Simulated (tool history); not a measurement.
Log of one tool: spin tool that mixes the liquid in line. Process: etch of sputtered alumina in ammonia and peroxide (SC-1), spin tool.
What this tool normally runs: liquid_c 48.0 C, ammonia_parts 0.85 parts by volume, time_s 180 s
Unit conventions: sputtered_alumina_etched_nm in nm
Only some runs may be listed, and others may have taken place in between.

run    hour  liquid_c  ammonia_parts  time_s  wafers since the last listed run  hours since the thermometer was replaced  hours since the ammonia flow meter was replaced  hours since the heated supply line was repaired  hours since the drum of ammonia solution was connected  hours since the gauge calibration  read-back film thickness of the sputtered alumina reference wafer, read on the same gauge (nm)  sputtered_alumina_etched_nm
  1     0.0      48.0           0.85     180                                 0                                    1493.7                                           1227.2                                           1553.0                                                   282.0                              418.3                                                                                           29.99                         6.27
  2    78.1      48.0           0.85     180                               547                                    1571.8                                           1305.3                                           1631.1                                                   360.1                              496.4                                                                                           29.99                         6.28
      100.8  -- ammonia flow meter replaced
  3   161.8      48.0           0.85     180                               580                                    1655.5                                             61.0                                           1714.8                                                   443.8                              580.1                                                                                           30.02                         6.24
  4   217.1      48.0           0.85     180                               388                                    1710.8                                            116.3                                           1770.1                                                   499.1                              635.4                                                                                           29.98                         6.36
  5   315.3      48.0           0.85     180                               689                                    1809.0                                            214.5                                           1868.3                                                   597.3                              733.6                                                                                           30.02                         6.21
  6   422.3      48.0           0.85     180                               750                                    1916.0                                            321.5                                           1975.3                                                   704.3                              840.6                                                                                           30.02                         6.18
  7   509.4      41.0           0.85     180                               611                                    2003.1                                            408.6                                           2062.4                                                   791.4                              927.7                                                                                           30.01                         4.06
  8   613.8      41.0           0.85     180                               732                                    2107.5                                            513.0                                           2166.8                                                   895.8                             1032.1                                                                                           29.99                         4.08
      633.4  -- heated supply line repaired
      641.1  -- new drum of ammonia solution connected
  9   697.9      48.0           0.85     130                               576                                    2191.6                                            597.1                                             64.5                                                    56.8                             1116.2                                                                                           29.98                         4.86
      792.7  -- thermometer replaced
 10   803.7      48.0           0.85     130                               735                                      11.0                                            702.9                                            170.3                                                   162.6                             1222.0                                                                                           30.00                         4.83
 11   888.4      48.0           0.85     180                               594                                      95.7                                            787.6                                            255.0                                                   247.3                             1306.7                                                                                           30.02                         6.65
 12   977.3      48.0           0.85     180                               623                                     184.6                                            876.5                                            343.9                                                   336.2                             1395.6                                                                                           30.02                         6.59
     1040.8  -- gauge calibrated
 13  1076.4      48.0           0.85     180                               695                                     283.7                                            975.6                                            443.0                                                   435.3                               35.6                                                                                           29.99                         6.69
 14  1347.7      52.0           0.85     180                              1903                                     555.0                                           1246.9                                            714.3                                                   706.6                              306.9                                                                                           29.98                         8.13
 15  1445.3      48.0           0.60     150                               684                                     652.6                                           1344.5                                            811.9                                                   804.2                              404.5                                                                                           29.97                         5.20
     1491.0  -- ammonia flow meter replaced
 16  1539.4      48.0           0.85     245                               653                                     746.7                                             48.4                                            906.0                                                   898.3                              498.6                                                                                           29.99                         8.92
     1616.5  -- new drum of ammonia solution connected
 17  1628.9      56.0           0.55     280                               620                                     836.2                                            137.9                                            995.5                                                    12.4                              588.1                                                                                           30.02                        14.94
 18  1698.8      57.5           0.65     245                               490                                     906.1                                            207.8                                           1065.4                                                    82.3                              658.0                                                                                           29.99                        14.36

Run 19 has not been measured yet. What should we expect?
 19  1779.8      48.0           0.85     180                               568                                     987.1                                            288.8                                           1146.4                                                   163.3                              739.0                                                                                               ?                            ?

Run 19 came out at read-back film thickness of the sputtered alumina reference wafer, read on the same gauge (nm) 29.98, sputtered_alumina_etched_nm 6.43 nm.
With the hidden condition absent and the run-to-run variation left alone, this run would have shown sputtered_alumina_etched_nm 6.81 nm.
